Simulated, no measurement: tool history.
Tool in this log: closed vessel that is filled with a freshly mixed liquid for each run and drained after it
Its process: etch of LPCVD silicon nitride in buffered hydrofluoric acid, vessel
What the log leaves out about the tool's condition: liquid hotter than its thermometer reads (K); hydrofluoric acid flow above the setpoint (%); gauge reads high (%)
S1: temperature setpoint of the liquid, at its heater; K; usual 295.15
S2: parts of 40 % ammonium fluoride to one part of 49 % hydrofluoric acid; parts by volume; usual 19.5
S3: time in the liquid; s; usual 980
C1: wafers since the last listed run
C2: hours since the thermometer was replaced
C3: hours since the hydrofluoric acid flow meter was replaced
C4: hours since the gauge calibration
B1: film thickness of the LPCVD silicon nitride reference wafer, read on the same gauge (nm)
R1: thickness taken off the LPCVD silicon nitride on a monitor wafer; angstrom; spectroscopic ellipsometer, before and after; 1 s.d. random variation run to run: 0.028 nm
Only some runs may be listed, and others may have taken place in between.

run,hour,S1,S2,S3,C1,C2,C3,C4,B1,R1
1,0,295.15,19.5,980,0,2305.9,1634.5,34.5,100,72.6
2,33.4,295.15,19.5,980,1449,2339.3,1667.9,67.9,100.01,72.7
3,65.4,295.15,19.5,980,1388,2371.3,1699.9,99.9,100,72.8
4,100.8,295.15,19.5,980,1536,2406.7,1735.3,135.3,100.01,72.7
5,128.5,295.15,19.5,980,1202,2434.4,1763,163,100,72.8
6,142.5,295.15,19.5,980,607,2448.4,1777,177,100.01,72.7
7,167.5,295.15,19.5,980,1085,2473.4,1802,202,100.03,72.3
8,185.7,295.15,19.5,980,789,2491.6,1820.2,220.2,99.95,73.7
9,209.8,295.15,19.5,980,1046,2515.7,1844.3,244.3,99.97,72.7
10,242.7,295.15,19.5,980,1427,2548.6,1877.2,277.2,100,73.1
# hour 267.8: hydrofluoric acid flow meter replaced
11,268.1,295.15,19.5,980,1059,2574,0.3,302.6,100.03,73.1
12,298.6,295.15,19.5,980,1323,2604.5,30.8,333.1,100.01,73.6
# hour 315.4: gauge calibrated
13,319.4,291.15,19.5,1405,902,2625.3,51.6,4,100.03,84.5
14,334,291.15,19.5,1405,633,2639.9,66.2,18.6,100,85.1
15,358.5,297.15,17.5,1200,1063,2664.4,90.7,43.1,99.99,112.3
16,378.2,293.15,16.5,980,855,2684.1,110.4,62.8,100,77.5
17,409.9,295.15,19.5,980,1375,2715.8,142.1,94.5,99.98,74
18,441.7,293.15,22,530,1380,2747.6,173.9,126.3,99.98,32.9
# hour 449.5: thermometer replaced
19,463.1,290.65,21.5,700,885,13.6,195.3,147.7,100.01,33.3
20,476.6,295.15,19.5,980,585,27.1,208.8,161.2,100,64.5
21,496.2,296.65,19.5,980,850,46.7,228.4,180.8,100.02,70.2
22,516.6,291.15,12.5,1305,885,67.1,248.8,201.2,100.01,105.9
23,543.4,298.65,22,980,1163,93.9,275.6,228,100.02,72
24,569,299.65,15,980,1111,119.5,301.2,253.6,99.96,107.4
25,597,299.15,19.5,700,1215,147.5,329.2,281.6,100.01,57.7
26,629.6,295.15,19.5,980,1414,180.1,361.8,314.2,100.01,64.3
27,653.4,293.15,16,815,1033,203.9,385.6,338,100,58.8
28,666,296.65,25,1310,546,216.5,398.2,350.6,99.99,79.4
29,678.9,295.15,19.5,980,559,229.4,411.1,363.5,100.01,64.8

Across each entry between runs, compare the hidden state at the last listed run before it with the hidden state at the first listed run after it:
From run 10 to run 11: hydrofluoric acid flow meter replaced (hour 267.8)
  liquid hotter than its thermometer reads (K): 2.53 -> 2.55
  what was measured, less what the result would be without the hidden state, R1: +9.5 -> +9.6 angstrom
From run 12 to run 13: gauge calibrated (hour 315.4)
  liquid hotter than its thermometer reads (K): 2.58 -> 2.6
  what was measured, less what the result would be without the hidden state, R1: +9.7 -> +11.5 angstrom
From run 18 to run 19: thermometer replaced (hour 449.5)
  liquid hotter than its thermometer reads (K): 2.72 -> 0.232
  what was measured, less what the result would be without the hidden state, R1: +4.7 -> +0.4 angstrom
